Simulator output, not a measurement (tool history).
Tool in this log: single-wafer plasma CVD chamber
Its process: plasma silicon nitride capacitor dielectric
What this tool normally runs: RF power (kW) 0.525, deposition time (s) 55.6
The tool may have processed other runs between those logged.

run,hour,RF power (kW),deposition time (s),"read-back reference wafer on the same gauge, thickness_nm",mean film thickness on the monitor wafer (angstrom)
1,0,0.59,55.6,71.993,827.74
2,46.9,0.59,55.6,72.023,832.55
3,114,0.59,55.6,71.973,822.41
4,184.7,0.525,61.8,72.019,880.72
# hour 209: RF generator calibrated
5,233.5,0.525,55.6,72.004,806.49
6,262.7,0.525,55.6,71.987,809.12
# hour 313.1: gauge calibrated
7,374.3,0.525,55.6,72.012,808.3
8,421.1,0.56,47,71.967,697.72
9,486.4,0.56,47,71.98,692.45
10,518.4,0.525,55.6,72.014,804.61
11,590.4,0.525,55.6,71.988,802.6
12,651.9,0.525,50.1,72.052,722.52
13,683.4,0.525,50.1,72.024,725.62
14,735.2,0.455,55.6,71.988,763.7
15,804.7,0.575,46.1,72.002,683.55
16,864.4,0.48,51,72.016,713.56
17,914.6,0.525,55.6,71.988,795.76
18,958.8,0.62,66.4,72.026,1000.12
# hour 975: showerhead replaced, of another model than before
19,1026.1,0.48,62.4,71.99,836.15
# hour 1035.8: RF generator calibrated
# hour 1059.9: gauge calibrated
20,1062.4,0.555,59.4,72.005,890.31
21,1116.7,0.625,55.6,71.98,879.6
22,1186.4,0.57,45,72.014,679.49
23,1254.5,0.59,55.6,72.007,856.62
24,1412.4,0.595,46.3,72.002,711.04
25,1481.7,0.465,60.8,72.015,818.82
26,1548.6,0.555,60.5,72,893.37
27,1592.4,0.525,55.6,72.03,798.28
28,1621.9,0.56,61.5,71.988,913.85

For each run, what was the tool's unlogged condition?
gauge reads high (%): 0 across all the runs
H1: delivered RF power above the setpoint (%)
run,H1
1,-4.04
2,-4.56
3,-5.36
4,-6.28
5,-0.529
6,-0.548
7,-0.754
8,-0.903
9,-1.17
10,-1.33
11,-1.75
12,-2.18
13,-2.42
14,-2.85
15,-3.51
16,-4.14
17,-4.71
18,-5.26
19,-6.14
20,-0.211
21,-0.26
22,-0.396
23,-0.607
24,-1.4
25,-1.88
26,-2.42
27,-2.81
28,-3.1
